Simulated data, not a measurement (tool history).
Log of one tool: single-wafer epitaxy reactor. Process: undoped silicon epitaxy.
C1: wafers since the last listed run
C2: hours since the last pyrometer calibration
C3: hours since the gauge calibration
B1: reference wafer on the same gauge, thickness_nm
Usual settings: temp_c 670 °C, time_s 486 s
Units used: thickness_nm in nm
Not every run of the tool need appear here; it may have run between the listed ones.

{"run": 1, "hour": 0.0, "temp_c": 670, "time_s": 486, "C1": 0, "C2": 1871.6, "C3": 1008.9, "B1": 114.942, "thickness_nm": 113.499}
{"run": 2, "hour": 32.9, "temp_c": 664, "time_s": 486, "C1": 143, "C2": 1904.5, "C3": 1041.8, "B1": 114.897, "thickness_nm": 101.794}
{"run": 3, "hour": 70.5, "temp_c": 670, "time_s": 486, "C1": 164, "C2": 1942.1, "C3": 1079.4, "B1": 114.96, "thickness_nm": 113.743}
{"run": 4, "hour": 136.9, "temp_c": 670, "time_s": 486, "C1": 290, "C2": 2008.5, "C3": 1145.8, "B1": 114.984, "thickness_nm": 113.758}
{"run": 5, "hour": 186.7, "temp_c": 670, "time_s": 486, "C1": 217, "C2": 2058.3, "C3": 1195.6, "B1": 115.039, "thickness_nm": 114.355}
{"run": 6, "hour": 215.7, "temp_c": 666, "time_s": 431, "C1": 126, "C2": 2087.3, "C3": 1224.6, "B1": 115.006, "thickness_nm": 94.145}
{"run": 7, "hour": 263.7, "temp_c": 666, "time_s": 431, "C1": 209, "C2": 2135.3, "C3": 1272.6, "B1": 114.986, "thickness_nm": 93.581}
{"run": 8, "hour": 320.9, "temp_c": 670, "time_s": 486, "C1": 249, "C2": 2192.5, "C3": 1329.8, "B1": 115.063, "thickness_nm": 113.558}
{"run": 9, "hour": 352.6, "temp_c": 670, "time_s": 486, "C1": 138, "C2": 2224.2, "C3": 1361.5, "B1": 114.986, "thickness_nm": 113.649}
{"run": 10, "hour": 376.8, "temp_c": 670, "time_s": 486, "C1": 105, "C2": 2248.4, "C3": 1385.7, "B1": 114.943, "thickness_nm": 113.22}
{"run": 11, "hour": 410.2, "temp_c": 670, "time_s": 486, "C1": 145, "C2": 2281.8, "C3": 1419.1, "B1": 115.021, "thickness_nm": 113.676}
{"run": 12, "hour": 449.4, "temp_c": 670, "time_s": 486, "C1": 171, "C2": 2321.0, "C3": 1458.3, "B1": 114.922, "thickness_nm": 113.265}
{"run": 13, "hour": 502.5, "temp_c": 670, "time_s": 486, "C1": 231, "C2": 2374.1, "C3": 1511.4, "B1": 114.912, "thickness_nm": 113.864}
{"run": 14, "hour": 555.6, "temp_c": 670, "time_s": 486, "C1": 231, "C2": 2427.2, "C3": 1564.5, "B1": 115.031, "thickness_nm": 113.16}
{"run": 15, "hour": 623.9, "temp_c": 674, "time_s": 428, "C1": 298, "C2": 2495.5, "C3": 1632.8, "B1": 114.983, "thickness_nm": 107.332}
{"run": 16, "hour": 655.3, "temp_c": 661, "time_s": 396, "C1": 137, "C2": 2526.9, "C3": 1664.2, "B1": 115.032, "thickness_nm": 78.478}
{"hour": 675.6, "done": "gauge calibrated"}
{"run": 17, "hour": 832.0, "temp_c": 661, "time_s": 486, "C1": 771, "C2": 2703.6, "C3": 156.4, "B1": 114.871, "thickness_nm": 96.155}
{"run": 18, "hour": 902.2, "temp_c": 664, "time_s": 461, "C1": 306, "C2": 2773.8, "C3": 226.6, "B1": 115.02, "thickness_nm": 96.367}
{"run": 19, "hour": 959.9, "temp_c": 663, "time_s": 560, "C1": 252, "C2": 2831.5, "C3": 284.3, "B1": 114.997, "thickness_nm": 114.463}
{"run": 20, "hour": 1011.6, "temp_c": 678, "time_s": 486, "C1": 225, "C2": 2883.2, "C3": 336.0, "B1": 115.09, "thickness_nm": 130.754}
{"run": 21, "hour": 1077.9, "temp_c": 659, "time_s": 428, "C1": 289, "C2": 2949.5, "C3": 402.3, "B1": 114.961, "thickness_nm": 81.031}
{"hour": 1160.4, "done": "pyrometer calibrated"}
{"run": 22, "hour": 1209.4, "temp_c": 670, "time_s": 486, "C1": 539, "C2": 49.0, "C3": 533.8, "B1": 115.018, "thickness_nm": 119.254}
{"run": 23, "hour": 1269.5, "temp_c": 670, "time_s": 486, "C1": 262, "C2": 109.1, "C3": 593.9, "B1": 115.14, "thickness_nm": 118.532}
{"run": 24, "hour": 1315.9, "temp_c": 670, "time_s": 486, "C1": 202, "C2": 155.5, "C3": 640.3, "B1": 114.954, "thickness_nm": 118.214}
{"run": 25, "hour": 1341.0, "temp_c": 677, "time_s": 520, "C1": 109, "C2": 180.6, "C3": 665.4, "B1": 115.065, "thickness_nm": 144.095}

Forecast run 26:
{"run": 26, "hour": 1378.7, "temp_c": 681, "time_s": 436, "C1": 164, "C2": 218.3, "C3": 703.1, "B1": "?", "thickness_nm": "?"}

{"run 26": {"B1": 114.938, "thickness_nm": 128.906}}
The same run, on a tool lacking any hidden state, would have yielded thickness_nm 131.248 nm.

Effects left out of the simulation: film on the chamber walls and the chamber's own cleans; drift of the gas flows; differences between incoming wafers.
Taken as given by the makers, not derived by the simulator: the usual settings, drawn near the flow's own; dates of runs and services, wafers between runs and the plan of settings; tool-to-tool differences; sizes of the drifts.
